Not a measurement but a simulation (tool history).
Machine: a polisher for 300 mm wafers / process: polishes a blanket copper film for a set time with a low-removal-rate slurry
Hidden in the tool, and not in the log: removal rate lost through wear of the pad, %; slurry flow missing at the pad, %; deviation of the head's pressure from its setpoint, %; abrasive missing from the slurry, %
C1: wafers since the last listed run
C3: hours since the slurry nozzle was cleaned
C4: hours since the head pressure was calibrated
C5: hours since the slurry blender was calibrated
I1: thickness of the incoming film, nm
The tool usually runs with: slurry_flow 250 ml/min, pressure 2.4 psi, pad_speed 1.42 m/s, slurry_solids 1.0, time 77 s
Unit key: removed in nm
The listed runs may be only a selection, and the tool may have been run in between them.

{"run": 1, "hour": 0.0, "slurry_flow": 285, "pressure": 2.4, "pad_speed": 1.42, "slurry_solids": 1.0, "time": 77, "C1": 0, "wafers polished on this pad": 5368, "C3": 601.4, "C4": 790.5, "C5": 660.5, "I1": 732.7, "removed": 253.6}
{"hour": 31.6, "done": "slurry blender recalibrated"}
{"run": 2, "hour": 68.5, "slurry_flow": 250, "pressure": 2.4, "pad_speed": 1.42, "slurry_solids": 1.0, "time": 77, "C1": 566, "wafers polished on this pad": 5934, "C3": 669.9, "C4": 859.0, "C5": 36.9, "I1": 736.5, "removed": 249.4}
{"hour": 151.1, "done": "worn pad replaced by a new one"}
{"run": 3, "hour": 161.7, "slurry_flow": 250, "pressure": 2.4, "pad_speed": 1.42, "slurry_solids": 1.0, "time": 77, "C1": 759, "wafers polished on this pad": 89, "C3": 763.1, "C4": 952.2, "C5": 130.1, "I1": 741.6, "removed": 289.9}
{"hour": 186.0, "done": "slurry nozzle cleaned"}
{"run": 4, "hour": 213.8, "slurry_flow": 250, "pressure": 2.4, "pad_speed": 1.42, "slurry_solids": 1.0, "time": 77, "C1": 435, "wafers polished on this pad": 525, "C3": 27.8, "C4": 1004.3, "C5": 182.2, "I1": 736.9, "removed": 281.0}
{"run": 5, "hour": 291.9, "slurry_flow": 250, "pressure": 2.4, "pad_speed": 1.42, "slurry_solids": 1.0, "time": 77, "C1": 665, "wafers polished on this pad": 1190, "C3": 105.9, "C4": 1082.4, "C5": 260.3, "I1": 743.3, "removed": 267.8}
{"run": 6, "hour": 389.7, "slurry_flow": 250, "pressure": 2.4, "pad_speed": 1.42, "slurry_solids": 1.0, "time": 77, "C1": 833, "wafers polished on this pad": 2023, "C3": 203.7, "C4": 1180.2, "C5": 358.1, "I1": 753.4, "removed": 264.1}
{"hour": 450.7, "done": "head pressure recalibrated"}
{"run": 7, "hour": 599.7, "slurry_flow": 250, "pressure": 2.4, "pad_speed": 1.42, "slurry_solids": 1.0, "time": 77, "C1": 1771, "wafers polished on this pad": 3795, "C3": 413.7, "C4": 149.0, "C5": 568.1, "I1": 730.3, "removed": 251.2}
{"hour": 641.9, "done": "slurry blender recalibrated"}
{"run": 8, "hour": 694.0, "slurry_flow": 250, "pressure": 2.4, "pad_speed": 1.42, "slurry_solids": 1.0, "time": 77, "C1": 786, "wafers polished on this pad": 4581, "C3": 508.0, "C4": 243.3, "C5": 52.1, "I1": 743.3, "removed": 255.8}
{"run": 9, "hour": 762.6, "slurry_flow": 250, "pressure": 2.4, "pad_speed": 1.42, "slurry_solids": 1.0, "time": 77, "C1": 584, "wafers polished on this pad": 5166, "C3": 576.6, "C4": 311.9, "C5": 120.7, "I1": 741.7, "removed": 249.4}
{"hour": 854.8, "done": "worn pad replaced by a new one"}
{"hour": 864.5, "done": "slurry nozzle cleaned"}
{"run": 10, "hour": 1076.5, "slurry_flow": 250, "pressure": 2.4, "pad_speed": 1.42, "slurry_solids": 0.9, "time": 102, "C1": 2631, "wafers polished on this pad": 1879, "C3": 212.0, "C4": 625.8, "C5": 434.6, "I1": 745.2, "removed": 341.3}
{"run": 11, "hour": 1170.5, "slurry_flow": 250, "pressure": 3.2, "pad_speed": 1.42, "slurry_solids": 1.0, "time": 86, "C1": 800, "wafers polished on this pad": 2680, "C3": 306.0, "C4": 719.8, "C5": 528.6, "I1": 753.0, "removed": 354.4}
{"run": 12, "hour": 1433.6, "slurry_flow": 250, "pressure": 2.9, "pad_speed": 1.42, "slurry_solids": 0.8, "time": 77, "C1": 2241, "wafers polished on this pad": 4921, "C3": 569.1, "C4": 982.9, "C5": 791.7, "I1": 728.6, "removed": 276.2}
{"hour": 1457.3, "done": "slurry blender recalibrated"}
{"hour": 1474.5, "done": "head pressure recalibrated"}
{"hour": 1478.6, "done": "slurry nozzle cleaned"}
{"run": 13, "hour": 1506.7, "slurry_flow": 190, "pressure": 2.4, "pad_speed": 1.42, "slurry_solids": 1.1, "time": 77, "C1": 580, "wafers polished on this pad": 5501, "C3": 28.1, "C4": 32.2, "C5": 49.4, "I1": 748.3, "removed": 240.2}
{"run": 14, "hour": 1579.1, "slurry_flow": 250, "pressure": 2.4, "pad_speed": 1.76, "slurry_solids": 0.9, "time": 77, "C1": 616, "wafers polished on this pad": 6118, "C3": 100.5, "C4": 104.6, "C5": 121.8, "I1": 740.1, "removed": 300.7}

Run 15 is up next; what results do you expect?
{"hour": 1638.5, "done": "worn pad replaced by a new one"}
{"run": 15, "hour": 1686.9, "slurry_flow": 250, "pressure": 2.4, "pad_speed": 1.9, "slurry_solids": 1.0, "time": 54, "C1": 884, "wafers polished on this pad": 412, "C3": 208.3, "C4": 212.4, "C5": 229.6, "I1": 753.9, "removed": "?"}

Logged for run 15: removed 255.1 nm.
On a tool with no hidden condition, and with the same random variation, this run would have come out at removed 265.5 nm.
